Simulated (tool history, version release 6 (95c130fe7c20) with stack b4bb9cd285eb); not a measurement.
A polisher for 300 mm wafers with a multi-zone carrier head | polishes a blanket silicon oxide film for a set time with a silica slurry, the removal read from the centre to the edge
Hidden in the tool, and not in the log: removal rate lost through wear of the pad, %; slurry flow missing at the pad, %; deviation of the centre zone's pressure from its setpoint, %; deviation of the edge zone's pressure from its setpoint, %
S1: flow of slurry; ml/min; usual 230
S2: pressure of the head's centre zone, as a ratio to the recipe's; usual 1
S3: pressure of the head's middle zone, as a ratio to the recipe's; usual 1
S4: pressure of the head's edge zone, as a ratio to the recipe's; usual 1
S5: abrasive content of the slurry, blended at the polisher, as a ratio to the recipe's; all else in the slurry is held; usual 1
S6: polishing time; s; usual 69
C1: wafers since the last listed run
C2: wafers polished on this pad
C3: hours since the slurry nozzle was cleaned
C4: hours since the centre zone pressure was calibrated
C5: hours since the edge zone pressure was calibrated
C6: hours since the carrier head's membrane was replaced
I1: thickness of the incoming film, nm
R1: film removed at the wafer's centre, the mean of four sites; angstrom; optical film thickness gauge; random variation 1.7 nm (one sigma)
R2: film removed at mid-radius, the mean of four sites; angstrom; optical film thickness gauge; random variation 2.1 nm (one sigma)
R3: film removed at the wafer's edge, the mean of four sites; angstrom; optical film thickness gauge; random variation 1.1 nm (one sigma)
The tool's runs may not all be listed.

{"run": 1, "day": 0.0, "S1": 230, "S2": 1, "S3": 1, "S4": 1, "S5": 1, "S6": 69, "C1": 0, "C2": 1224, "C3": 18.7, "C4": 633, "C5": 844.6, "C6": 0.5, "I1": 1618, "R1": 1738, "R2": 1692, "R3": 1693}
{"run": 2, "day": 0.138, "S1": 230, "S2": 1, "S3": 1, "S4": 1, "S5": 1, "S6": 69, "C1": 31, "C2": 1256, "C3": 22, "C4": 636.3, "C5": 847.9, "C6": 3.8, "I1": 1629.6, "R1": 1718, "R2": 1705, "R3": 1703}
{"run": 3, "day": 0.517, "S1": 230, "S2": 1, "S3": 1, "S4": 1, "S5": 1, "S6": 69, "C1": 86, "C2": 1342, "C3": 31.1, "C4": 645.4, "C5": 857, "C6": 12.9, "I1": 1641.6, "R1": 1762, "R2": 1711, "R3": 1687}
{"day": 0.725, "done": "centre zone pressure recalibrated"}
{"day": 1.05, "done": "worn pad replaced by a new one"}
{"run": 4, "day": 1.071, "S1": 230, "S2": 1, "S3": 1, "S4": 1, "S5": 1, "S6": 69, "C1": 69, "C2": 5, "C3": 44.4, "C4": 8.3, "C5": 870.3, "C6": 26.2, "I1": 1625.9, "R1": 1728, "R2": 1719, "R3": 1696}
{"run": 5, "day": 1.362, "S1": 230, "S2": 1, "S3": 1, "S4": 1, "S5": 1, "S6": 92, "C1": 66, "C2": 71, "C3": 51.4, "C4": 15.3, "C5": 877.3, "C6": 33.2, "I1": 1623.8, "R1": 2296, "R2": 2232, "R3": 2264}
{"run": 6, "day": 1.733, "S1": 230, "S2": 1.03, "S3": 1, "S4": 1, "S5": 1, "S6": 69, "C1": 84, "C2": 155, "C3": 60.3, "C4": 24.2, "C5": 886.2, "C6": 42.1, "I1": 1620.6, "R1": 1778, "R2": 1760, "R3": 1690}
{"day": 1.858, "done": "edge zone pressure recalibrated"}
{"run": 7, "day": 2.112, "S1": 230, "S2": 1, "S3": 1, "S4": 1, "S5": 1, "S6": 69, "C1": 67, "C2": 222, "C3": 69.4, "C4": 33.3, "C5": 6.1, "C6": 51.2, "I1": 1597, "R1": 1715, "R2": 1720, "R3": 1712}
{"run": 8, "day": 2.562, "S1": 190, "S2": 1.08, "S3": 1.09, "S4": 1, "S5": 1, "S6": 54, "C1": 102, "C2": 325, "C3": 80.2, "C4": 44.1, "C5": 16.9, "C6": 62, "I1": 1656.3, "R1": 1412, "R2": 1359, "R3": 1304}
{"run": 9, "day": 3.025, "S1": 230, "S2": 0.96, "S3": 1, "S4": 1, "S5": 1, "S6": 69, "C1": 105, "C2": 430, "C3": 91.3, "C4": 55.2, "C5": 28, "C6": 73.1, "I1": 1618.3, "R1": 1640, "R2": 1703, "R3": 1685}
{"run": 10, "day": 3.729, "S1": 230, "S2": 0.9, "S3": 1, "S4": 1, "S5": 1, "S6": 69, "C1": 160, "C2": 590, "C3": 108.2, "C4": 72.1, "C5": 44.9, "C6": 90, "I1": 1617.2, "R1": 1564, "R2": 1713, "R3": 1667}
{"run": 11, "day": 4.033, "S1": 230, "S2": 1, "S3": 1, "S4": 1, "S5": 1, "S6": 69, "C1": 69, "C2": 659, "C3": 115.5, "C4": 79.4, "C5": 52.2, "C6": 97.3, "I1": 1606.9, "R1": 1713, "R2": 1739, "R3": 1686}
{"run": 12, "day": 4.629, "S1": 230, "S2": 1, "S3": 1.11, "S4": 1, "S5": 1.1, "S6": 69, "C1": 135, "C2": 795, "C3": 129.8, "C4": 93.7, "C5": 66.5, "C6": 111.6, "I1": 1651.1, "R1": 1831, "R2": 1930, "R3": 1792}
{"run": 13, "day": 5.004, "S1": 230, "S2": 1, "S3": 1.03, "S4": 1, "S5": 1, "S6": 69, "C1": 85, "C2": 880, "C3": 138.8, "C4": 102.7, "C5": 75.5, "C6": 120.6, "I1": 1617.9, "R1": 1725, "R2": 1759, "R3": 1708}
{"run": 14, "day": 5.75, "S1": 230, "S2": 1, "S3": 1, "S4": 1, "S5": 1, "S6": 69, "C1": 169, "C2": 1050, "C3": 156.7, "C4": 120.6, "C5": 93.4, "C6": 138.5, "I1": 1640.8, "R1": 1716, "R2": 1699, "R3": 1675}
{"run": 15, "day": 6.425, "S1": 230, "S2": 1, "S3": 1, "S4": 1, "S5": 1, "S6": 69, "C1": 153, "C2": 1203, "C3": 172.9, "C4": 136.8, "C5": 109.6, "C6": 154.7, "I1": 1630.3, "R1": 1736, "R2": 1767, "R3": 1695}
{"day": 6.596, "done": "worn pad replaced by a new one"}
{"run": 16, "day": 7.042, "S1": 230, "S2": 1, "S3": 1, "S4": 1, "S5": 1, "S6": 69, "C1": 102, "C2": 101, "C3": 187.7, "C4": 151.6, "C5": 124.4, "C6": 169.5, "I1": 1631, "R1": 1723, "R2": 1719, "R3": 1699}
{"run": 17, "day": 7.304, "S1": 230, "S2": 1, "S3": 1, "S4": 1.11, "S5": 1, "S6": 46, "C1": 59, "C2": 161, "C3": 194, "C4": 157.9, "C5": 130.7, "C6": 175.8, "I1": 1620.2, "R1": 1141, "R2": 1141, "R3": 1194}
{"run": 18, "day": 7.846, "S1": 175, "S2": 1, "S3": 1, "S4": 1, "S5": 1, "S6": 69, "C1": 123, "C2": 284, "C3": 207, "C4": 170.9, "C5": 143.7, "C6": 188.8, "I1": 1615.1, "R1": 1650, "R2": 1653, "R3": 1628}
{"run": 19, "day": 8.192, "S1": 230, "S2": 1, "S3": 1, "S4": 0.94, "S5": 1, "S6": 69, "C1": 78, "C2": 363, "C3": 215.3, "C4": 179.2, "C5": 152, "C6": 197.1, "I1": 1636.8, "R1": 1749, "R2": 1709, "R3": 1640}
{"run": 20, "day": 8.904, "S1": 265, "S2": 1, "S3": 1, "S4": 1, "S5": 1, "S6": 69, "C1": 162, "C2": 525, "C3": 232.4, "C4": 196.3, "C5": 169.1, "C6": 214.2, "I1": 1626.1, "R1": 1759, "R2": 1730, "R3": 1720}
{"run": 21, "day": 9.238, "S1": 230, "S2": 1.04, "S3": 1.09, "S4": 1.1, "S5": 1, "S6": 69, "C1": 75, "C2": 601, "C3": 240.4, "C4": 204.3, "C5": 177.1, "C6": 222.2, "I1": 1601.1, "R1": 1833, "R2": 1833, "R3": 1770}
{"run": 22, "day": 9.896, "S1": 230, "S2": 1, "S3": 0.95, "S4": 1, "S5": 1, "S6": 84, "C1": 149, "C2": 750, "C3": 256.2, "C4": 220.1, "C5": 192.9, "C6": 238, "I1": 1634, "R1": 2068, "R2": 2023, "R3": 2087}

Forecast each of these 4 alternatives for the next run:
{"run": "A", "day": 9.912, "S1": 230, "S2": 1, "S3": 1, "S4": 1, "S5": 1.1, "S6": 69, "C1": 3, "C2": 754, "C3": 256.6, "C4": 220.5, "C5": 193.3, "C6": 238.4, "I1": 1605.6, "R1": "?", "R2": "?", "R3": "?"}
{"run": "B", "day": 9.912, "S1": 230, "S2": 1, "S3": 1, "S4": 1.07, "S5": 1, "S6": 79, "C1": 3, "C2": 754, "C3": 256.6, "C4": 220.5, "C5": 193.3, "C6": 238.4, "I1": 1605.6, "R1": "?", "R2": "?", "R3": "?"}
{"run": "C", "day": 9.912, "S1": 170, "S2": 1, "S3": 1, "S4": 1, "S5": 1, "S6": 69, "C1": 3, "C2": 754, "C3": 256.6, "C4": 220.5, "C5": 193.3, "C6": 238.4, "I1": 1605.6, "R1": "?", "R2": "?", "R3": "?"}
{"run": "D", "day": 9.912, "S1": 230, "S2": 1, "S3": 1, "S4": 1, "S5": 1, "S6": 77, "C1": 3, "C2": 754, "C3": 256.6, "C4": 220.5, "C5": 193.3, "C6": 238.4, "I1": 1605.6, "R1": "?", "R2": "?", "R3": "?"}

run=A R1=1826 R2=1828 R3=1776
run=B R1=1987 R2=1989 R3=1997
run=C R1=1640 R2=1652 R3=1626
run=D R1=1937 R2=1939 R3=1883
Without the tool's hidden state the same runs would have given:
run=A R1=1826 R2=1828 R3=1776
run=B R1=1987 R2=1989 R3=1997
run=C R1=1640 R2=1652 R3=1626
run=D R1=1937 R2=1939 R3=1883
